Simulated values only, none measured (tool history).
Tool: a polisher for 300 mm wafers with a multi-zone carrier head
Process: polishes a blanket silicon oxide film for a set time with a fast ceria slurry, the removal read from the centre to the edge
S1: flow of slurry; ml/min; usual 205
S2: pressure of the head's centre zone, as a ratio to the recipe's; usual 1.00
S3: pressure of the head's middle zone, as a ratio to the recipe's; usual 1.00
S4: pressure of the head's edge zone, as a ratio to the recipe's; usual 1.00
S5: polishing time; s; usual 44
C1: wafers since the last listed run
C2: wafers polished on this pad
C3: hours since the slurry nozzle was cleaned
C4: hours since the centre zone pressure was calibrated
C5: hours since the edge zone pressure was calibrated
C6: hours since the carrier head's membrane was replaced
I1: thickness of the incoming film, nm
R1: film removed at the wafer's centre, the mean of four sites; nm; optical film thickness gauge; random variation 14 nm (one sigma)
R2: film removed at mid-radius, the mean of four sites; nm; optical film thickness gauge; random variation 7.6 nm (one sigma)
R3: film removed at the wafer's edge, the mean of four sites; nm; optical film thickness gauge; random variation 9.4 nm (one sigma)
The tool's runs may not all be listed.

| run | hour | S1 | S2 | S3 | S4 | S5 | C1 | C2 | C3 | C4 | C5 | C6 | I1 | R1 | R2 | R3 |
|---|---|---|---|---|---|---|---|---|---|---|---|---|---|---|---|---|
| 1 | 0.0 | 205 | 1.00 | 1.00 | 1.00 | 44 | 0 | 2410 | 4.6 | 870.3 | 311.5 | 260.4 | 3761.4 | 900.7 | 993.5 | 1008.2 |
| 2 | 51.7 | 205 | 1.00 | 1.00 | 1.00 | 44 | 726 | 3137 | 56.3 | 922.0 | 363.2 | 312.1 | 3817.2 | 872.7 | 981.3 | 959.0 |
|  | 56.4 | worn pad replaced by a new one |
|  | 79.7 | edge zone pressure recalibrated |
| 3 | 158.2 | 175 | 1.03 | 1.00 | 1.00 | 44 | 1411 | 1402 | 162.8 | 1028.5 | 78.5 | 418.6 | 3770.2 | 927.6 | 1016.0 | 1012.5 |
| 4 | 207.7 | 205 | 1.00 | 1.05 | 1.00 | 44 | 695 | 2097 | 212.3 | 1078.0 | 128.0 | 468.1 | 3838.5 | 902.5 | 1063.1 | 1000.1 |
|  | 275.8 | worn pad replaced by a new one |
| 5 | 310.7 | 205 | 1.00 | 1.05 | 1.00 | 44 | 1390 | 490 | 315.3 | 1181.0 | 231.0 | 571.1 | 3776.6 | 994.6 | 1148.3 | 1087.7 |
|  | 333.1 | centre zone pressure recalibrated |
|  | 360.7 | carrier head's membrane replaced by a new one |
| 6 | 386.7 | 205 | 1.00 | 1.00 | 0.93 | 44 | 969 | 1459 | 391.3 | 53.6 | 307.0 | 26.0 | 3805.1 | 1021.0 | 1054.3 | 982.4 |
|  | 416.3 | edge zone pressure recalibrated |
| 7 | 443.5 | 205 | 1.00 | 1.00 | 0.93 | 44 | 769 | 2229 | 448.1 | 110.4 | 27.2 | 82.8 | 3780.1 | 936.1 | 1002.6 | 947.4 |
|  | 500.5 | worn pad replaced by a new one |
| 8 | 547.5 | 205 | 1.00 | 1.00 | 1.00 | 44 | 1404 | 659 | 552.1 | 214.4 | 131.2 | 186.8 | 3813.0 | 988.3 | 1078.9 | 1084.8 |
|  | 582.1 | slurry nozzle cleaned |
| 9 | 616.7 | 205 | 1.00 | 1.00 | 1.00 | 53 | 957 | 1617 | 34.6 | 283.6 | 200.4 | 256.0 | 3833.5 | 1153.5 | 1239.7 | 1221.3 |
| 10 | 675.4 | 175 | 1.00 | 1.00 | 1.00 | 38 | 824 | 2442 | 93.3 | 342.3 | 259.1 | 314.7 | 3805.7 | 771.3 | 839.4 | 843.1 |
|  | 704.1 | worn pad replaced by a new one |
| 11 | 735.8 | 205 | 1.00 | 1.07 | 1.00 | 37 | 792 | 445 | 153.7 | 402.7 | 319.5 | 375.1 | 3842.7 | 804.5 | 947.7 | 874.1 |
|  | 786.5 | edge zone pressure recalibrated |
| 12 | 832.7 | 205 | 1.07 | 1.00 | 1.00 | 44 | 1333 | 1778 | 250.6 | 499.6 | 46.2 | 472.0 | 3745.8 | 957.9 | 1000.9 | 985.2 |
| 13 | 906.5 | 205 | 1.00 | 1.00 | 1.00 | 44 | 1036 | 2814 | 324.4 | 573.4 | 120.0 | 545.8 | 3820.6 | 842.5 | 941.9 | 955.4 |
|  | 919.6 | worn pad replaced by a new one |
| 14 | 951.8 | 240 | 1.00 | 1.00 | 1.00 | 44 | 580 | 452 | 369.7 | 618.7 | 165.3 | 591.1 | 3761.8 | 1000.7 | 1143.9 | 1089.3 |
| 15 | 1041.4 | 205 | 1.04 | 1.00 | 1.00 | 44 | 1258 | 1710 | 459.3 | 708.3 | 254.9 | 680.7 | 3797.8 | 964.3 | 1042.1 | 1023.2 |

4 ways to go on from here, each from the tool as it stands after run 15. What would each give?
| A | 1041.8 | 205 | 1.00 | 1.00 | 1.00 | 33 | 5 | 1716 | 459.7 | 708.7 | 255.3 | 681.1 | 3751.0 | ? | ? | ? |
| B | 1041.8 | 240 | 1.00 | 1.00 | 1.00 | 39 | 5 | 1716 | 459.7 | 708.7 | 255.3 | 681.1 | 3751.0 | ? | ? | ? |
| C | 1041.8 | 165 | 1.00 | 1.08 | 1.00 | 44 | 5 | 1716 | 459.7 | 708.7 | 255.3 | 681.1 | 3751.0 | ? | ? | ? |
| D | 1041.8 | 205 | 0.93 | 1.12 | 1.00 | 44 | 5 | 1716 | 459.7 | 708.7 | 255.3 | 681.1 | 3751.0 | ? | ? | ? |

| run | R1 | R2 | R3 |
|---|---|---|---|
| A | 685.5 | 784.4 | 775.7 |
| B | 829.9 | 947.4 | 931.7 |
| C | 877.6 | 1076.1 | 1005.6 |
| D | 849.5 | 1152.2 | 1032.6 |
Without the tool's hidden state the same runs would have given:
| run | R1 | R2 | R3 |
|---|---|---|---|
| A | 830.7 | 843.5 | 834.6 |
| B | 1005.7 | 1018.8 | 1002.5 |
| C | 1063.5 | 1157.2 | 1082.1 |
| D | 1030.3 | 1239.1 | 1111.0 |
